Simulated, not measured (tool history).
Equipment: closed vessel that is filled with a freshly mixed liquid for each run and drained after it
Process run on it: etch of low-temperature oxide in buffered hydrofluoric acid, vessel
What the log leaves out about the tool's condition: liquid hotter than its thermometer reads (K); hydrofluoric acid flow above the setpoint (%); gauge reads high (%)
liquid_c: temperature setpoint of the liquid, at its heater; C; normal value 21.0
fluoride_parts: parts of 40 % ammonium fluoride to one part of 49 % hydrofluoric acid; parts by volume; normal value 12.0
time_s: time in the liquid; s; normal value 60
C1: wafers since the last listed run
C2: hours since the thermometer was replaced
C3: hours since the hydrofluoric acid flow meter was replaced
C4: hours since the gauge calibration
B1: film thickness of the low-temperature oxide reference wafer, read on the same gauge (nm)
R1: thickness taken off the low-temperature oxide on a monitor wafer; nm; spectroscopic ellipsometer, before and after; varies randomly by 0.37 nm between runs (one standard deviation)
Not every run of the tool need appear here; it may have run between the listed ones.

run 1 hour=0.0 | liquid_c=21.0 fluoride_parts=12.0 time_s=60 | C1=0 C2=530.8 C3=82.2 C4=541.2 | B1=129.98 | R1=120.20
-- hour=44.8 thermometer replaced
run 2 hour=79.2 | liquid_c=21.0 fluoride_parts=12.0 time_s=60 | C1=7687 C2=34.4 C3=161.4 C4=620.4 | B1=130.01 | R1=119.73
run 3 hour=175.1 | liquid_c=21.0 fluoride_parts=12.0 time_s=60 | C1=9427 C2=130.3 C3=257.3 C4=716.3 | B1=129.99 | R1=120.40
run 4 hour=248.7 | liquid_c=21.0 fluoride_parts=12.0 time_s=60 | C1=7235 C2=203.9 C3=330.9 C4=789.9 | B1=129.95 | R1=121.30
run 5 hour=355.5 | liquid_c=23.0 fluoride_parts=12.0 time_s=60 | C1=10499 C2=310.7 C3=437.7 C4=896.7 | B1=129.99 | R1=136.09
run 6 hour=450.9 | liquid_c=21.0 fluoride_parts=12.0 time_s=45 | C1=9378 C2=406.1 C3=533.1 C4=992.1 | B1=129.98 | R1=91.26
run 7 hour=507.4 | liquid_c=21.0 fluoride_parts=12.0 time_s=45 | C1=5554 C2=462.6 C3=589.6 C4=1048.6 | B1=130.00 | R1=91.19
run 8 hour=656.6 | liquid_c=21.0 fluoride_parts=12.0 time_s=60 | C1=14667 C2=611.8 C3=738.8 C4=1197.8 | B1=129.96 | R1=123.08
-- hour=669.6 thermometer replaced
run 9 hour=706.1 | liquid_c=21.0 fluoride_parts=12.0 time_s=60 | C1=4768 C2=36.5 C3=788.3 C4=1247.3 | B1=130.02 | R1=123.46
-- hour=715.1 hydrofluoric acid flow meter replaced
run 10 hour=777.8 | liquid_c=23.0 fluoride_parts=10.0 time_s=80 | C1=6950 C2=108.2 C3=62.7 C4=1319.0 | B1=130.00 | R1=212.87
run 11 hour=875.6 | liquid_c=18.5 fluoride_parts=8.0 time_s=30 | C1=9614 C2=206.0 C3=160.5 C4=1416.8 | B1=129.96 | R1=75.97
run 12 hour=950.4 | liquid_c=21.0 fluoride_parts=12.0 time_s=60 | C1=7353 C2=280.8 C3=235.3 C4=1491.6 | B1=129.96 | R1=120.57
run 13 hour=991.1 | liquid_c=17.0 fluoride_parts=10.0 time_s=90 | C1=4001 C2=321.5 C3=276.0 C4=1532.3 | B1=129.96 | R1=172.12
run 14 hour=1041.6 | liquid_c=17.0 fluoride_parts=12.0 time_s=50 | C1=4964 C2=372.0 C3=326.5 C4=1582.8 | B1=129.99 | R1=80.27
-- hour=1064.2 gauge calibrated
run 15 hour=1139.7 | liquid_c=23.5 fluoride_parts=12.0 time_s=85 | C1=9644 C2=470.1 C3=424.6 C4=75.5 | B1=130.01 | R1=197.85
-- hour=1307.1 thermometer replaced
run 16 hour=1407.1 | liquid_c=18.0 fluoride_parts=14.5 time_s=45 | C1=26189 C2=100.0 C3=692.0 C4=342.9 | B1=129.97 | R1=64.64
run 17 hour=1478.9 | liquid_c=21.0 fluoride_parts=12.0 time_s=60 | C1=7058 C2=171.8 C3=763.8 C4=414.7 | B1=130.04 | R1=123.01
-- hour=1531.6 hydrofluoric acid flow meter replaced
run 18 hour=1580.6 | liquid_c=24.5 fluoride_parts=9.5 time_s=35 | C1=9899 C2=273.5 C3=49.0 C4=516.4 | B1=129.99 | R1=105.09

Here are 3 independent what-if runs from the current tool condition. What would each one return?
run A hour=1581.3 | liquid_c=21.0 fluoride_parts=15.5 time_s=60 | C1=68 C2=274.2 C3=49.7 C4=517.1 | B1=? | R1=?
run B hour=1581.3 | liquid_c=17.5 fluoride_parts=16.0 time_s=40 | C1=68 C2=274.2 C3=49.7 C4=517.1 | B1=? | R1=?
run C hour=1581.3 | liquid_c=17.5 fluoride_parts=12.0 time_s=60 | C1=68 C2=274.2 C3=49.7 C4=517.1 | B1=? | R1=?

run=A B1=130.04 R1=92.71
run=B B1=130.04 R1=49.18
run=C B1=130.04 R1=97.86
Take away the tool's hidden state, keep each run's random variation, and the runs would have read:
run=A R1=92.25
run=B R1=48.94
run=C R1=97.38
